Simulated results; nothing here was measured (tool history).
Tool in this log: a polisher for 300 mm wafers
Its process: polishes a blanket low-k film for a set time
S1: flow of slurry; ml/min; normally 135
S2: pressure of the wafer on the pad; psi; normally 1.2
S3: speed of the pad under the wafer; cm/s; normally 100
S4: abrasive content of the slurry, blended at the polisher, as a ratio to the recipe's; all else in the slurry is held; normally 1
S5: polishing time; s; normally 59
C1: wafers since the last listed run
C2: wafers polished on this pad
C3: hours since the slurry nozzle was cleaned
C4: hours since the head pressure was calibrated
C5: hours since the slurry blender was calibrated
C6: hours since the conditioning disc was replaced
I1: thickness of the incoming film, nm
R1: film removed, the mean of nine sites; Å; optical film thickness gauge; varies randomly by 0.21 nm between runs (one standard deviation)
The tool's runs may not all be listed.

run    hour   S1   S2   S3    S4  S5    C1    C2     C3     C4     C5     C6     I1   R1
  1       0  135    1  100     1  59     0  3739  325.6   17.9  154.9  545.9  383.5  137
         24  -- conditioning disc replaced and pad reconditioned
  2    45.9  135  1.2  100     1  59   597  4337  371.5   63.8  200.8   21.9  397.1  170
       66.5  -- worn pad replaced by a new one
       69.9  -- slurry nozzle cleaned
  3   147.5  135  1.2  100     1  59  1315  1089   77.6  165.4  302.4  123.5  394.7  171
      208.4  -- slurry blender recalibrated
  4   223.4  135  1.2  100     1  74  1006  2095  153.5  241.3     15  199.4  393.4  213
  5   323.5  135  1.2  100     1  74  1363  3458  253.6  341.4  115.1  299.5  387.1  220
  6   384.9  135  1.2  100     1  59   836  4295    315  402.8  176.5  360.9  381.8  175
      410.6  -- worn pad replaced by a new one
  7   469.6  135  1.2  100     1  59  1099   803  399.7  487.5  261.2  445.6  390.9  183
      537.7  -- conditioning disc replaced and pad reconditioned
      550.8  -- slurry nozzle cleaned
        552  -- head pressure recalibrated
      631.5  -- slurry blender recalibrated
  8   683.7  135  1.2   80     1  59  2830  3633  132.9  131.7   52.2    146  390.9  140
      721.8  -- worn pad replaced by a new one
      943.5  -- slurry nozzle cleaned
  9     944  135  1.2  112     1  71  3476  3013    0.5    392  312.5  406.3  382.8  227
 10   996.7  160  0.9  100   0.9  73   717  3730   53.2  444.7  365.2    459    383  150
     1044.6  -- head pressure recalibrated
     1065.5  -- slurry blender recalibrated
     1086.5  -- worn pad replaced by a new one
 11  1088.7  135  0.9  100     1  59  1143    30  145.2   44.1   23.2    551    389  124
 12  1164.2  135  1.2  128  0.75  59  1028  1058  220.7  119.6   98.7  626.5  383.8  152
     1166.6  -- conditioning disc replaced and pad reconditioned
 13  1233.6  135  1.2  100     1  59   917  1976  290.1    189  168.1     67  385.7  169
 14  1279.6  135  1.5  100  1.25  59   626  2602  336.1    235  214.1    113  394.9  248
 15  1342.1  135  1.2  100     1  59   851  3453  398.6  297.5  276.6  175.5  389.8  173
     1398.6  -- slurry nozzle cleaned
     1427.9  -- worn pad replaced by a new one
     1506.2  -- slurry blender recalibrated
     1540.2  -- head pressure recalibrated
 16    1595  135    1  100  0.85  59  3321  2220  196.4   54.8   88.8  428.4  385.2  123
 17  1675.1  135  1.2  100     1  59  1090  3311  276.5  134.9  168.9  508.5  390.8  167
     1750.4  -- worn pad replaced by a new one
 18  1750.9  135  1.2  100     1  42   977     7  352.3  210.7  244.7  584.3  388.9  122

Measured less the same run without the tool's hidden state. The same run-to-run variation is in both; the gauge's scatter may not be:
Hidden state at play: removal rate lost through wear of the pad, %; slurry flow missing at the pad, %; deviation of the head's pressure from its setpoint, %; abrasive missing from the slurry, %; time polished since the conditioner stopped cutting, s.
run   R1
  1   +1
  2   +3
  3   +6
  4  +10
  5  +15
  6  +14
  7  +17
  8   +2
  9  +13
 10  +11
 11   +1
 12   +3
 13   +6
 14  +11
 15   +9
 16   +4
 17   +7
 18   +7
